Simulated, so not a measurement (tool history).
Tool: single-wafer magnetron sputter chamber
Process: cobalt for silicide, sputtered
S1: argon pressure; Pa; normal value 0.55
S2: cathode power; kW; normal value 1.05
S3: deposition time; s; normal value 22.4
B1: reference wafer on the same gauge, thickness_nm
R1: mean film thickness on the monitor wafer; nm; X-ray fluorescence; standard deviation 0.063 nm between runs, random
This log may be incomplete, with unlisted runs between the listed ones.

| run | hour | S1 | S2 | S3 | B1 | R1 |
|---|---|---|---|---|---|---|
| 1 | 0 | 0.447 | 1.05 | 25.2 | 11.399 | 13.483 |
| 2 | 53.8 | 0.447 | 1.05 | 25.2 | 11.399 | 13.626 |
| 3 | 84.1 | 0.602 | 1.05 | 22.4 | 11.428 | 11.113 |
| 4 | 155.7 | 0.602 | 1.05 | 22.4 | 11.401 | 11.093 |
| 5 | 241.3 | 0.602 | 1.05 | 22.4 | 11.413 | 11.184 |
| 6 | 448.8 | 0.55 | 1.05 | 22.4 | 11.415 | 11.33 |
| 7 | 475.3 | 0.55 | 1.05 | 22.4 | 11.398 | 11.425 |
| 8 | 527 | 0.724 | 1.25 | 20.8 | 11.392 | 11.626 |
| 9 | 700 | 0.55 | 1.3 | 22.4 | 11.404 | 13.975 |
| 10 | 875.1 | 0.396 | 0.95 | 25.5 | 11.412 | 12.81 |
| 11 | 938.6 | 0.55 | 1.05 | 22.4 | 11.407 | 11.308 |
| 12 | 993.7 | 0.55 | 1.05 | 22.4 | 11.394 | 11.427 |
| 13 | 1057.6 | 0.742 | 1.25 | 20 | 11.415 | 10.933 |
| 14 | 1269.9 | 0.55 | 1.05 | 22.4 | 11.418 | 11.489 |
| 15 | 1337.5 | 0.55 | 1.15 | 22.4 | 11.385 | 12.49 |

Not shown here: 9 entries made in the log between runs. Locate each between two listed runs and compare the hidden state at the listed run before it with the hidden state at the listed run after it:
Logged between run 3 and run 4: sputter target and shields replaced (hour 98.9)
  no difference in the tool's unlogged condition between these two runs
Logged between run 5 and run 6: gauge calibrated (hour 254.2); sputter target and shields replaced (hour 348.9)
  no difference in the tool's unlogged condition between these two runs
Logged between run 8 and run 9: magnet pack replaced (hour 560.7); sputter target and shields replaced (hour 627); capacitance manometer re-zeroed and calibrated (hour 689.6)
  no difference in the tool's unlogged condition between these two runs
Logged between run 10 and run 11: sputter target and shields replaced (hour 900.3)
  no difference in the tool's unlogged condition between these two runs
Logged between run 11 and run 12: gauge calibrated (hour 984.1)
  no difference in the tool's unlogged condition between these two runs
Logged between run 13 and run 14: sputter target and shields replaced (hour 1171.8)
  no difference in the tool's unlogged condition between these two runs
